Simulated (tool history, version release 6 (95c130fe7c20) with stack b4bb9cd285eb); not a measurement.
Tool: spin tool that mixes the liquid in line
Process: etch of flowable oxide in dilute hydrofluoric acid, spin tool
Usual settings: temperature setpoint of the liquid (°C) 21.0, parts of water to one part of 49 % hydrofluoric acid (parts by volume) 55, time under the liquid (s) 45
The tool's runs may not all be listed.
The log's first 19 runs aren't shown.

run,day,temperature setpoint of the liquid (°C),parts of water to one part of 49 % hydrofluoric acid (parts by volume),time under the liquid (s),"read-back film thickness of the flowable oxide reference wafer, read on the same gauge (nm)",thickness taken off the flowable oxide on a monitor wafer (nm)
20,20.338,21.0,55,45,90.02,47.10
21,21.058,26.0,75,30,89.99,27.29
22,21.854,21.0,55,45,90.02,46.57
23,23.212,21.0,55,45,89.94,46.42
24,24.088,19.0,70,25,90.00,18.22
25,25.521,17.5,70,25,89.99,17.19
26,26.342,23.0,45,45,90.03,62.57
27,27.171,25.5,55,50,90.05,62.19
28,27.979,21.0,55,65,89.95,66.36
29,28.525,21.0,55,70,90.05,70.54
30,29.112,21.0,55,45,90.02,45.69
31,29.904,25.5,55,25,89.99,30.76
32,30.971,21.0,55,55,90.01,55.76
33,31.708,21.0,55,30,90.00,30.23

5 ways to go on from here, each from the tool as it stands after run 33. What would each give?
A,31.725,21.0,65,45,?,?
B,31.725,23.5,65,30,?,?
C,31.725,21.0,85,45,?,?
D,31.725,19.5,55,70,?,?
E,31.725,21.0,75,70,?,?

run,"read-back film thickness of the flowable oxide reference wafer, read on the same gauge (nm)",thickness taken off the flowable oxide on a monitor wafer (nm)
A,89.96,38.64
B,89.96,28.58
C,89.96,28.87
D,89.96,67.43
E,89.96,51.49
Without the tool's hidden state the same runs would have given:
run,thickness taken off the flowable oxide on a monitor wafer (nm)
A,40.31
B,29.79
C,30.10
D,70.40
E,53.69
